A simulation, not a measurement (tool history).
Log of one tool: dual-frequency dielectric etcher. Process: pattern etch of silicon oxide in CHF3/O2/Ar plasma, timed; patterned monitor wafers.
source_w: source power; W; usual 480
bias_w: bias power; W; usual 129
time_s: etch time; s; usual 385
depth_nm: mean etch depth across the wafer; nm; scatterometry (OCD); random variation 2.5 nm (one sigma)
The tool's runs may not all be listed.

run	hour	source_w	bias_w	time_s	wafers since the last listed run	hours since the last wet clean	hours since the last source power generator calibration	hours since the last bias power generator calibration	hours since the last upper electrode change	hours since the gauge calibration	read-back reference wafer on the same gauge, depth_nm	depth_nm
1	0	480	129	385	0	347.4	2095.7	3546.3	5266.8	514.4	659.5	600.4
2	30.3	480	129	385	170	377.7	2126	3576.6	5297.1	544.7	659.5	598.3
# hour 60.5: wet clean of the chamber
3	65.2	480	129	385	61	4.7	2160.9	3611.5	5332	579.6	658.1	603.4
4	119.5	480	129	385	304	59	2215.2	3665.8	5386.3	633.9	659.6	599
5	168.9	480	129	385	277	108.4	2264.6	3715.2	5435.7	683.3	659.1	597.1
6	290.5	480	129	385	682	230	2386.2	3836.8	5557.3	804.9	659.5	598.3
7	341.4	480	129	304.5	285	280.9	2437.1	3887.7	5608.2	855.8	658	478.6
# hour 413.9: wet clean of the chamber
8	414.4	410	129	385	274	0.5	2510.1	3960.7	5681.2	928.8	660.5	552.4
9	442	410	129	385	154	28.1	2537.7	3988.3	5708.8	956.4	658.7	555
10	474.4	480	111	385	181	60.5	2570.1	4020.7	5741.2	988.8	659	575.9
11	522.8	550	146	385	271	108.9	2618.5	4069.1	5789.6	1037.2	658.4	675
12	558.9	550	146	385	202	145	2654.6	4105.2	5825.7	1073.3	658.8	670.9
# hour 622: gauge calibrated
13	630.8	550	146	385	403	216.9	2726.5	4177.1	5897.6	8.8	659.9	674.8
14	675.8	420	160	299.5	252	261.9	2771.5	4222.1	5942.6	53.8	658.4	462.7
15	720.7	550	110	325	251	306.8	2816.4	4267	5987.5	98.7	658.3	524.2
16	769.3	540	129	480	272	355.4	2865	4315.6	6036.1	147.3	659.5	802.8
# hour 804: wet clean of the chamber
17	811	480	112	385	99	7	2906.7	4357.3	6077.8	189	658.2	586.8
18	856.6	530	115	279.5	255	52.6	2952.3	4402.9	6123.4	234.6	660.4	449.5
# hour 921.9: upper electrode replaced
19	922.7	520	129	316.5	236	118.7	3018.4	4469	0.8	300.7	658.1	521.3
20	978.5	480	158	385	313	174.5	3074.2	4524.8	56.6	356.5	658.9	632.1
# hour 1009.1: bias power generator calibrated
21	1026.9	520	129	385	249	222.9	3122.6	17.8	105	404.9	659.7	628.8
# hour 1037.4: source power generator calibrated
22	1058	530	115	279.5	152	254	20.6	48.9	136.1	436	658.8	438.1
23	1119.7	480	129	385	346	315.7	82.3	110.6	197.8	497.7	659.3	586.6
# hour 1154.9: wet clean of the chamber
24	1155.9	480	129	385	68	1	118.5	146.8	234	533.9	659.4	589.3
25	1203.5	540	129	487	267	48.6	166.1	194.4	281.6	581.5	658.2	801.3
26	1237.6	540	129	385	191	82.7	200.2	228.5	315.7	615.6	660.9	627.6
27	1284.4	560	143	302	262	129.5	247	275.3	362.5	662.4	659.3	515
28	1354.2	480	111	355	391	199.3	316.8	345.1	432.3	732.2	659.9	524.6
29	1413.9	520	147	385	334	259	376.5	404.8	492	791.9	659.5	640.9

5 ways to go on from here, each from the tool as it stands after run 29. What would each give?
A	1414.4	480	129	303.5	2	259.5	377	405.3	492.5	792.4	?	?
B	1414.4	480	108	300	2	259.5	377	405.3	492.5	792.4	?	?
C	1414.4	530	129	385	2	259.5	377	405.3	492.5	792.4	?	?
D	1414.4	380	153	280	2	259.5	377	405.3	492.5	792.4	?	?
E	1414.4	410	118	448.5	2	259.5	377	405.3	492.5	792.4	?	?

run	read-back reference wafer on the same gauge, depth_nm	depth_nm
A	660	464.4
B	660	439.1
C	660	621.1
D	660	393.1
E	660	614
Without the tool's hidden state the same runs would have given:
run	depth_nm
A	462.5
B	437.2
C	618.5
D	391.5
E	611.5
